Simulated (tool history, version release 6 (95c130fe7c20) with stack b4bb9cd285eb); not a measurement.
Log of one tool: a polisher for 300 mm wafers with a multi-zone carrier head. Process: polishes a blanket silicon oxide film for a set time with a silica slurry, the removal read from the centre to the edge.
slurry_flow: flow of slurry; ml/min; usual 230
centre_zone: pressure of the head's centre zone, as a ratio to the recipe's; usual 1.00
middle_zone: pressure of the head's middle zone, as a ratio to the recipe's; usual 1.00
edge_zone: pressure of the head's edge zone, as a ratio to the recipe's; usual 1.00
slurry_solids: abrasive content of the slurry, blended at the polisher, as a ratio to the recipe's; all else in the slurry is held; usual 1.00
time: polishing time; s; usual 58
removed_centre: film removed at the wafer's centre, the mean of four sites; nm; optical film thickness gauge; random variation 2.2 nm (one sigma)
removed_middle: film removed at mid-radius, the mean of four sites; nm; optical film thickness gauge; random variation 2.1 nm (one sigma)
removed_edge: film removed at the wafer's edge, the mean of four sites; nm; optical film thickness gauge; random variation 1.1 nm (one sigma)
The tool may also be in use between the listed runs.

| run | hour | slurry_flow | centre_zone | middle_zone | edge_zone | slurry_solids | time | wafers since the last listed run | wafers polished on this pad | hours since the slurry nozzle was cleaned | hours since the centre zone pressure was calibrated | hours since the edge zone pressure was calibrated | hours since the carrier head's membrane was replaced | incoming thickness of the incoming film, nm | removed_centre | removed_middle | removed_edge |
|---|---|---|---|---|---|---|---|---|---|---|---|---|---|---|---|---|---|
| 1 | 0.0 | 230 | 1.04 | 1.00 | 1.00 | 1.00 | 58 | 0 | 3976 | 500.1 | 277.2 | 589.7 | 416.1 | 1095.0 | 171.9 | 169.5 | 163.8 |
| 2 | 48.0 | 270 | 1.00 | 1.00 | 1.00 | 1.00 | 58 | 600 | 4577 | 548.1 | 325.2 | 637.7 | 464.1 | 1085.0 | 171.9 | 171.8 | 163.7 |
| 3 | 113.3 | 230 | 1.00 | 1.00 | 1.00 | 1.00 | 58 | 817 | 5394 | 613.4 | 390.5 | 703.0 | 529.4 | 1095.4 | 164.3 | 168.1 | 163.8 |
|  | 142.0 | worn pad replaced by a new one |
| 4 | 147.3 | 230 | 1.00 | 1.00 | 1.00 | 1.00 | 58 | 375 | 65 | 647.4 | 424.5 | 737.0 | 563.4 | 1087.0 | 166.4 | 165.5 | 165.1 |
| 5 | 212.0 | 230 | 1.00 | 1.05 | 1.05 | 1.00 | 58 | 809 | 875 | 712.1 | 489.2 | 801.7 | 628.1 | 1074.3 | 166.1 | 175.4 | 166.0 |
|  | 218.3 | centre zone pressure recalibrated |
| 6 | 279.9 | 230 | 1.00 | 1.00 | 0.89 | 0.85 | 58 | 825 | 1700 | 780.0 | 61.6 | 869.6 | 696.0 | 1069.0 | 143.7 | 145.8 | 137.8 |
|  | 378.3 | slurry nozzle cleaned |
| 7 | 384.8 | 190 | 1.00 | 1.00 | 0.89 | 1.00 | 58 | 1300 | 3001 | 6.5 | 166.5 | 974.5 | 800.9 | 1107.9 | 165.2 | 162.2 | 152.3 |
|  | 406.2 | carrier head's membrane replaced by a new one |
| 8 | 409.7 | 230 | 1.10 | 1.00 | 1.05 | 1.10 | 58 | 249 | 3250 | 31.4 | 191.4 | 999.4 | 3.5 | 1090.0 | 194.1 | 179.3 | 179.9 |
| 9 | 455.2 | 230 | 1.00 | 1.08 | 1.00 | 1.00 | 38 | 569 | 3820 | 76.9 | 236.9 | 1044.9 | 49.0 | 1091.2 | 106.4 | 115.5 | 107.1 |
| 10 | 497.3 | 160 | 1.00 | 1.00 | 1.10 | 1.00 | 78 | 527 | 4347 | 119.0 | 279.0 | 1087.0 | 91.1 | 1105.7 | 214.9 | 219.0 | 226.3 |
| 11 | 536.6 | 230 | 1.00 | 1.00 | 1.00 | 1.00 | 58 | 491 | 4839 | 158.3 | 318.3 | 1126.3 | 130.4 | 1096.2 | 164.6 | 170.4 | 162.9 |
|  | 541.7 | edge zone pressure recalibrated |
|  | 570.8 | worn pad replaced by a new one |
| 12 | 595.8 | 230 | 1.09 | 1.00 | 0.93 | 1.10 | 63 | 666 | 312 | 217.5 | 377.5 | 54.1 | 189.6 | 1077.2 | 206.6 | 192.3 | 181.1 |
| 13 | 630.7 | 230 | 1.00 | 1.10 | 0.93 | 1.00 | 46 | 436 | 749 | 252.4 | 412.4 | 89.0 | 224.5 | 1093.3 | 129.8 | 145.4 | 124.3 |
|  | 676.1 | centre zone pressure recalibrated |
| 14 | 795.1 | 230 | 1.00 | 1.00 | 1.00 | 1.00 | 41 | 2033 | 2782 | 416.8 | 119.0 | 253.4 | 388.9 | 1088.8 | 117.3 | 118.6 | 115.0 |
| 15 | 842.4 | 205 | 1.12 | 1.00 | 1.00 | 1.00 | 47 | 592 | 3374 | 464.1 | 166.3 | 300.7 | 436.2 | 1094.7 | 146.0 | 137.1 | 130.8 |
| 16 | 896.8 | 230 | 1.00 | 1.00 | 1.00 | 1.00 | 70 | 681 | 4055 | 518.5 | 220.7 | 355.1 | 490.6 | 1079.0 | 198.9 | 202.4 | 194.5 |
| 17 | 956.7 | 230 | 1.00 | 0.91 | 1.00 | 0.90 | 58 | 749 | 4805 | 578.4 | 280.6 | 415.0 | 550.5 | 1087.3 | 149.8 | 145.3 | 152.6 |
| 18 | 1003.7 | 230 | 1.00 | 0.93 | 0.95 | 1.00 | 48 | 588 | 5393 | 625.4 | 327.6 | 462.0 | 597.5 | 1069.5 | 136.7 | 129.2 | 131.0 |
|  | 1101.0 | worn pad replaced by a new one |
|  | 1122.4 | slurry nozzle cleaned |
| 19 | 1133.0 | 185 | 1.00 | 1.00 | 1.00 | 1.15 | 58 | 1556 | 387 | 10.6 | 456.9 | 591.3 | 726.8 | 1078.7 | 174.4 | 180.9 | 176.3 |
|  | 1181.5 | centre zone pressure recalibrated |
| 20 | 1185.3 | 230 | 1.00 | 1.00 | 1.00 | 1.00 | 58 | 629 | 1017 | 62.9 | 3.8 | 643.6 | 779.1 | 1094.5 | 164.8 | 167.0 | 162.9 |
| 21 | 1217.7 | 230 | 1.00 | 1.00 | 1.00 | 1.00 | 58 | 405 | 1422 | 95.3 | 36.2 | 676.0 | 811.5 | 1080.0 | 166.9 | 167.7 | 164.9 |
| 22 | 1251.0 | 230 | 1.00 | 1.10 | 1.00 | 1.25 | 58 | 416 | 1839 | 128.6 | 69.5 | 709.3 | 844.8 | 1106.4 | 186.2 | 207.7 | 185.4 |

What the log doesn't show, run by run:
removal rate lost through wear of the pad, %: 0 in every run
slurry flow missing at the pad, %: 0 in every run
deviation of the centre zone's pressure from its setpoint, %: 0 in every run
deviation of the edge zone's pressure from its setpoint, %: 0 in every run
